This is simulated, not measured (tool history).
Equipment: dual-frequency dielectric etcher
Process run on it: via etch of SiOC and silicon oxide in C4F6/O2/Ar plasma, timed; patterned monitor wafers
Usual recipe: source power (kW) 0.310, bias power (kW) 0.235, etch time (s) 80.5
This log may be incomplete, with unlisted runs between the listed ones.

run,hour,source power (kW),bias power (kW),etch time (s),"read-back reference wafer on the same gauge, depth_nm",mean etch depth across the wafer (nm)
1,0.0,0.310,0.235,80.5,70.9,92.5
2,106.4,0.310,0.235,80.5,70.8,92.6
3,205.8,0.310,0.235,80.5,70.8,92.6
# hour 215.0: gauge calibrated
4,293.2,0.310,0.235,80.5,70.9,93.1
5,336.2,0.310,0.235,80.5,71.0,93.2
# hour 376.0: bias power generator calibrated
6,376.5,0.310,0.235,80.5,70.9,93.5
# hour 435.2: source power generator calibrated
7,435.7,0.340,0.251,69.5,70.9,86.6
# hour 474.2: wet clean of the chamber, repeated, since the last time left the tool worse
# hour 675.0: upper electrode replaced
8,738.3,0.310,0.235,80.5,71.0,89.3
9,801.7,0.310,0.235,80.5,70.9,88.5
10,883.7,0.310,0.235,80.5,71.1,88.5
11,951.5,0.310,0.235,80.5,71.0,89.3
12,1005.3,0.310,0.235,80.5,70.9,89.0
13,1108.8,0.330,0.235,80.5,71.0,92.5
# hour 1196.1: wet clean of the chamber
14,1196.6,0.340,0.191,66.0,70.7,71.7
15,1273.5,0.310,0.255,62.5,70.9,70.7
16,1326.2,0.310,0.235,80.5,71.1,88.8
17,1371.8,0.310,0.235,104.0,71.1,113.6
18,1470.7,0.340,0.182,80.5,70.9,87.5
19,1519.4,0.310,0.235,96.0,70.9,105.3
20,1571.7,0.310,0.235,80.5,71.0,89.3
21,1630.6,0.280,0.275,102.0,71.0,111.0
22,1676.2,0.270,0.235,101.5,71.0,104.8
23,1741.3,0.380,0.269,62.5,71.0,81.4
# hour 1855.3: wet clean of the chamber
24,1855.8,0.340,0.195,73.0,70.8,79.7
25,1939.1,0.370,0.235,104.0,70.8,124.1
26,1991.0,0.310,0.281,80.5,70.9,91.5
27,2058.9,0.310,0.235,80.5,71.1,88.0
28,2147.0,0.360,0.289,64.0,70.9,80.1

Give the tool's hidden conditions for every run:
source power that arrives over what is set, %: 0 at every run
bias power that arrives over what is set, %: 0 at every run
gauge reads high (%): 0 at every run
H1: etch rate over this chamber's usual, %
run,H1
1,5.38
2,5.74
3,6.06
4,6.35
5,6.5
6,6.63
7,6.82
8,0.831
9,1.04
10,1.31
11,1.54
12,1.71
13,2.06
14,0.317
15,0.572
16,0.746
17,0.897
18,1.22
19,1.39
20,1.56
21,1.75
22,1.9
23,2.12
24,-0.0394
25,0.236
26,0.408
27,0.632
28,0.924

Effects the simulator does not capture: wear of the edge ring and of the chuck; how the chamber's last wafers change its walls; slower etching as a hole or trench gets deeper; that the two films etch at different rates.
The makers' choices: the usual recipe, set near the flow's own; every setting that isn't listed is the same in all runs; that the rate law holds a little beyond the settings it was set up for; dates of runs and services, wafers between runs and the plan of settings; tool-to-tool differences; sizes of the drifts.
